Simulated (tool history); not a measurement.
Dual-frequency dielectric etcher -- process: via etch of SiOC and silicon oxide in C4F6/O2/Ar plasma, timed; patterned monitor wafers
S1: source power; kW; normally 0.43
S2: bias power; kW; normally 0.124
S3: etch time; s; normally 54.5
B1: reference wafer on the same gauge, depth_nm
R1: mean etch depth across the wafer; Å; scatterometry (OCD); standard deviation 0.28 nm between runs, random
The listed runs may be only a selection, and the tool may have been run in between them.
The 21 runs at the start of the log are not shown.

run	day	S1	S2	S3	B1	R1
22	22.146	0.47	0.111	67	60	718
23	22.983	0.43	0.139	64	60	744
24	24.038	0.43	0.098	61	60	605
25	24.921	0.43	0.149	47	60	562
26	25.892	0.43	0.124	67	60	732
27	27.204	0.39	0.113	66.5	60	679
28	28.571	0.52	0.109	54.5	60	581
29	29.371	0.43	0.124	54.5	60	588
# day 30.521: wet clean of the chamber
30	30.542	0.47	0.124	61	60	715

Consider 4 possible next runs. They are alternatives, not a sequence: every one starts from the tool as it was left by run 30. What does each give?
A	30.558	0.43	0.133	54.5	?	?
B	30.558	0.34	0.138	39	?	?
C	30.558	0.32	0.124	54.5	?	?
D	30.558	0.52	0.111	49	?	?

run	B1	R1
A	60	643
B	60	448
C	60	590
D	60	553
Stripped of hidden state, with their random variation kept, the same runs would have yielded:
run	R1
A	644
B	449
C	590
D	553
